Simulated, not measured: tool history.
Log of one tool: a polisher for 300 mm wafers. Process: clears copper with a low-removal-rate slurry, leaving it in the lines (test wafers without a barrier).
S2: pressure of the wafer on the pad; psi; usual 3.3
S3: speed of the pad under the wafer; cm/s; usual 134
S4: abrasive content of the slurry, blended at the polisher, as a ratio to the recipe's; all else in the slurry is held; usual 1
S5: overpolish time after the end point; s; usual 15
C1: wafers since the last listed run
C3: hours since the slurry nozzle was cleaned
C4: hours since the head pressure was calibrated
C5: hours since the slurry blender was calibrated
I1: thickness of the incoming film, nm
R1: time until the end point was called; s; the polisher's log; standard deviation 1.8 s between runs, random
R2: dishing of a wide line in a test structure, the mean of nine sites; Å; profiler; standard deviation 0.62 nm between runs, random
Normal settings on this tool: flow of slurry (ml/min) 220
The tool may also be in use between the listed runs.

run 1 hour=0 | flow_of_slurry_(ml/min)=220 S2=3.3 S3=134 S4=1 S5=15 | C1=0 wafers_polished_on_this_pad=69 C3=418.2 C4=415.2 C5=55.8 | I1=657.5 | R1=140.3 R2=481
-- hour=17.9 slurry nozzle cleaned
run 2 hour=59.7 | flow_of_slurry_(ml/min)=220 S2=3.3 S3=134 S4=1 S5=15 | C1=496 wafers_polished_on_this_pad=566 C3=41.8 C4=474.9 C5=115.5 | I1=645.2 | R1=136.7 R2=470
run 3 hour=126.8 | flow_of_slurry_(ml/min)=220 S2=3.3 S3=134 S4=1 S5=9 | C1=567 wafers_polished_on_this_pad=1133 C3=108.9 C4=542 C5=182.6 | I1=659.3 | R1=142.4 R2=304
run 4 hour=177.7 | flow_of_slurry_(ml/min)=220 S2=3.3 S3=134 S4=1 S5=9 | C1=430 wafers_polished_on_this_pad=1563 C3=159.8 C4=592.9 C5=233.5 | I1=657.2 | R1=141.1 R2=302
-- hour=209.8 worn pad replaced by a new one
run 5 hour=210.3 | flow_of_slurry_(ml/min)=220 S2=3.3 S3=134 S4=1 S5=9 | C1=241 wafers_polished_on_this_pad=4 C3=192.4 C4=625.5 C5=266.1 | I1=670.4 | R1=147.1 R2=294
-- hour=215.3 slurry blender recalibrated
run 6 hour=247.6 | flow_of_slurry_(ml/min)=220 S2=3.3 S3=134 S4=1 S5=15 | C1=298 wafers_polished_on_this_pad=303 C3=229.7 C4=662.8 C5=32.3 | I1=672.5 | R1=149.7 R2=449
run 7 hour=290 | flow_of_slurry_(ml/min)=240 S2=3.3 S3=134 S4=1 S5=15 | C1=358 wafers_polished_on_this_pad=661 C3=272.1 C4=705.2 C5=74.7 | I1=661.9 | R1=143.5 R2=459
run 8 hour=355.4 | flow_of_slurry_(ml/min)=240 S2=3.3 S3=134 S4=1 S5=15 | C1=552 wafers_polished_on_this_pad=1214 C3=337.5 C4=770.6 C5=140.1 | I1=659 | R1=144.4 R2=460
-- hour=398.5 slurry nozzle cleaned
-- hour=404.1 worn pad replaced by a new one
run 9 hour=422.1 | flow_of_slurry_(ml/min)=240 S2=3.3 S3=134 S4=1 S5=15 | C1=521 wafers_polished_on_this_pad=152 C3=23.6 C4=837.3 C5=206.8 | I1=657.5 | R1=148.7 R2=450
-- hour=447.7 head pressure recalibrated
run 10 hour=481.7 | flow_of_slurry_(ml/min)=220 S2=3.3 S3=134 S4=1 S5=18 | C1=486 wafers_polished_on_this_pad=639 C3=83.2 C4=34 C5=266.4 | I1=662 | R1=138.1 R2=563
run 11 hour=511.2 | flow_of_slurry_(ml/min)=285 S2=3.7 S3=134 S4=1 S5=15 | C1=249 wafers_polished_on_this_pad=888 C3=112.7 C4=63.5 C5=295.9 | I1=663.8 | R1=117 R2=552
-- hour=516.7 slurry blender recalibrated
run 12 hour=559.2 | flow_of_slurry_(ml/min)=220 S2=3.3 S3=134 S4=1 S5=15 | C1=388 wafers_polished_on_this_pad=1277 C3=160.7 C4=111.5 C5=42.5 | I1=667.2 | R1=137.8 R2=495
-- hour=598.2 worn pad replaced by a new one
run 13 hour=629.4 | flow_of_slurry_(ml/min)=220 S2=3.3 S3=146 S4=0.8 S5=15 | C1=559 wafers_polished_on_this_pad=264 C3=230.9 C4=181.7 C5=112.7 | I1=663.3 | R1=134.3 R2=491
run 14 hour=693.7 | flow_of_slurry_(ml/min)=220 S2=2.4 S3=178 S4=1 S5=15 | C1=543 wafers_polished_on_this_pad=807 C3=295.2 C4=246 C5=177 | I1=658.6 | R1=139.6 R2=470
run 15 hour=723.9 | flow_of_slurry_(ml/min)=220 S2=3.3 S3=98 S4=1 S5=15 | C1=255 wafers_polished_on_this_pad=1062 C3=325.4 C4=276.2 C5=207.2 | I1=649.2 | R1=181.2 R2=381
run 16 hour=792.2 | flow_of_slurry_(ml/min)=155 S2=2.8 S3=112 S4=1 S5=15 | C1=577 wafers_polished_on_this_pad=1640 C3=393.7 C4=344.5 C5=275.5 | I1=668.5 | R1=201.1 R2=353
-- hour=804.5 worn pad replaced by a new one
-- hour=822 slurry blender recalibrated
run 17 hour=858.7 | flow_of_slurry_(ml/min)=220 S2=3.3 S3=102 S4=1 S5=15 | C1=511 wafers_polished_on_this_pad=440 C3=460.2 C4=411 C5=36.7 | I1=668.4 | R1=181.5 R2=388
-- hour=879.5 slurry nozzle cleaned
run 18 hour=897 | flow_of_slurry_(ml/min)=220 S2=3.3 S3=134 S4=1 S5=15 | C1=315 wafers_polished_on_this_pad=756 C3=17.5 C4=449.3 C5=75 | I1=661 | R1=141.8 R2=473
run 19 hour=934.3 | flow_of_slurry_(ml/min)=220 S2=3.3 S3=94 S4=1.1 S5=15 | C1=315 wafers_polished_on_this_pad=1071 C3=54.8 C4=486.6 C5=112.3 | I1=664.9 | R1=187.9 R2=359
run 20 hour=978 | flow_of_slurry_(ml/min)=285 S2=3.3 S3=134 S4=1 S5=19 | C1=369 wafers_polished_on_this_pad=1441 C3=98.5 C4=530.3 C5=156 | I1=653.6 | R1=136.9 R2=575

Table of differences, measured result less the result of that run with no hidden state. Run-to-run variation is the same in both. Gauge scatter possibly is not:
Unlogged tool condition in this case: removal rate lost through wear of the pad, %; slurry flow missing at the pad, %; deviation of the head's pressure from its setpoint, %; abrasive missing from the slurry, %.
run=1 R1=+2.9 R2=-9
run=2 R1=+3.9 R2=-12
run=3 R1=+5.5 R2=-12
run=4 R1=+6.8 R2=-15
run=5 R1=+7.9 R2=-16
run=6 R1=+9.2 R2=-25
run=7 R1=+10.1 R2=-30
run=8 R1=+12.3 R2=-38
run=9 R1=+15.2 R2=-45
run=10 R1=-0.1 R2=+0
run=11 R1=+0 R2=+0
run=12 R1=+0.2 R2=-1
run=13 R1=+0.6 R2=-1
run=14 R1=+1.2 R2=-3
run=15 R1=+2 R2=-3
run=16 R1=+3.5 R2=-5
run=17 R1=+4.6 R2=-10
run=18 R1=+4.3 R2=-13
run=19 R1=+6.7 R2=-12
run=20 R1=+5.9 R2=-22
